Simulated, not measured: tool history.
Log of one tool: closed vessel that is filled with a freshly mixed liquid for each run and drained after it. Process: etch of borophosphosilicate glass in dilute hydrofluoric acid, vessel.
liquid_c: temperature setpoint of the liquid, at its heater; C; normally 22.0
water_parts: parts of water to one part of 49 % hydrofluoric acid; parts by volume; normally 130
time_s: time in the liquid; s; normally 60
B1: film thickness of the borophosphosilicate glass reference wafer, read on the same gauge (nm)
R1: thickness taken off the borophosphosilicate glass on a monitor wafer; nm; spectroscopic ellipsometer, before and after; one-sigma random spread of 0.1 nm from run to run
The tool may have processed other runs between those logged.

run 1 hour=0.0 | liquid_c=23.5 water_parts=110 time_s=60 | B1=100.00 | R1=18.79
run 2 hour=44.4 | liquid_c=18.5 water_parts=80 time_s=60 | B1=100.04 | R1=21.72
run 3 hour=57.0 | liquid_c=22.0 water_parts=160 time_s=60 | B1=100.01 | R1=11.56
run 4 hour=88.6 | liquid_c=22.0 water_parts=160 time_s=60 | B1=99.98 | R1=11.43
run 5 hour=100.9 | liquid_c=22.0 water_parts=130 time_s=60 | B1=100.00 | R1=14.42
run 6 hour=116.1 | liquid_c=22.0 water_parts=130 time_s=60 | B1=100.00 | R1=14.47
run 7 hour=143.3 | liquid_c=22.0 water_parts=130 time_s=60 | B1=100.01 | R1=14.43
run 8 hour=173.1 | liquid_c=22.0 water_parts=130 time_s=60 | B1=100.01 | R1=14.44
run 9 hour=186.0 | liquid_c=22.0 water_parts=130 time_s=60 | B1=99.97 | R1=14.51
run 10 hour=218.9 | liquid_c=22.0 water_parts=130 time_s=70 | B1=99.98 | R1=16.66
run 11 hour=247.5 | liquid_c=22.0 water_parts=130 time_s=70 | B1=100.01 | R1=16.79
run 12 hour=272.5 | liquid_c=20.0 water_parts=130 time_s=60 | B1=100.00 | R1=13.22
run 13 hour=291.1 | liquid_c=20.0 water_parts=130 time_s=60 | B1=100.01 | R1=13.15
run 14 hour=317.3 | liquid_c=20.0 water_parts=130 time_s=60 | B1=99.98 | R1=13.34
run 15 hour=340.1 | liquid_c=22.0 water_parts=130 time_s=60 | B1=99.98 | R1=14.14
run 16 hour=374.5 | liquid_c=22.0 water_parts=130 time_s=60 | B1=100.02 | R1=14.21
run 17 hour=402.3 | liquid_c=24.0 water_parts=170 time_s=85 | B1=99.99 | R1=17.89
run 18 hour=430.8 | liquid_c=18.5 water_parts=130 time_s=60 | B1=99.98 | R1=13.80
run 19 hour=501.6 | liquid_c=22.0 water_parts=130 time_s=60 | B1=100.01 | R1=15.83
run 20 hour=532.6 | liquid_c=25.0 water_parts=185 time_s=70 | B1=100.00 | R1=14.97
run 21 hour=547.0 | liquid_c=24.0 water_parts=130 time_s=70 | B1=99.99 | R1=21.74
run 22 hour=564.4 | liquid_c=22.0 water_parts=130 time_s=75 | B1=99.98 | R1=21.54
run 23 hour=579.3 | liquid_c=17.5 water_parts=110 time_s=70 | B1=100.01 | R1=19.88
run 24 hour=610.9 | liquid_c=22.0 water_parts=130 time_s=70 | B1=100.01 | R1=19.91
run 25 hour=641.8 | liquid_c=22.0 water_parts=130 time_s=60 | B1=99.99 | R1=17.16
run 26 hour=666.5 | liquid_c=18.5 water_parts=75 time_s=50 | B1=100.04 | R1=22.88
run 27 hour=696.3 | liquid_c=22.0 water_parts=70 time_s=80 | B1=100.02 | R1=45.02
run 28 hour=728.3 | liquid_c=24.5 water_parts=130 time_s=45 | B1=99.98 | R1=13.96

Withheld: 4 entries from between the runs. Position of each, and hidden state at the listed run before versus the listed run after:
Between runs 11 and 12: gauge calibrated (hour 272.4)
  liquid colder than its thermometer reads (K): 2.41 -> 2.44; hydrofluoric acid flow below the setpoint (%): 9.24 -> 9.34
  what was measured, less what the result would be without the hidden state, R1: -3.87 -> -3.10 nm
Between runs 16 and 17: hydrofluoric acid flow meter replaced (hour 381.8)
  liquid colder than its thermometer reads (K): 2.54 -> 2.57; hydrofluoric acid flow below the setpoint (%): 9.76 -> 0.146
  what was measured, less what the result would be without the hidden state, R1: -3.48 -> -1.88 nm
Between runs 19 and 20: thermometer replaced (hour 506.3)
  liquid colder than its thermometer reads (K): 2.67 -> 0.429; hydrofluoric acid flow below the setpoint (%): 0.55 -> 0.676
  what was measured, less what the result would be without the hidden state, R1: -1.90 -> -0.37 nm
Between runs 26 and 27: gauge calibrated (hour 680.0)
  liquid colder than its thermometer reads (K): 0.565 -> 0.595; hydrofluoric acid flow below the setpoint (%): 1.22 -> 1.34
  what was measured, less what the result would be without the hidden state, R1: -0.88 -> -1.81 nm

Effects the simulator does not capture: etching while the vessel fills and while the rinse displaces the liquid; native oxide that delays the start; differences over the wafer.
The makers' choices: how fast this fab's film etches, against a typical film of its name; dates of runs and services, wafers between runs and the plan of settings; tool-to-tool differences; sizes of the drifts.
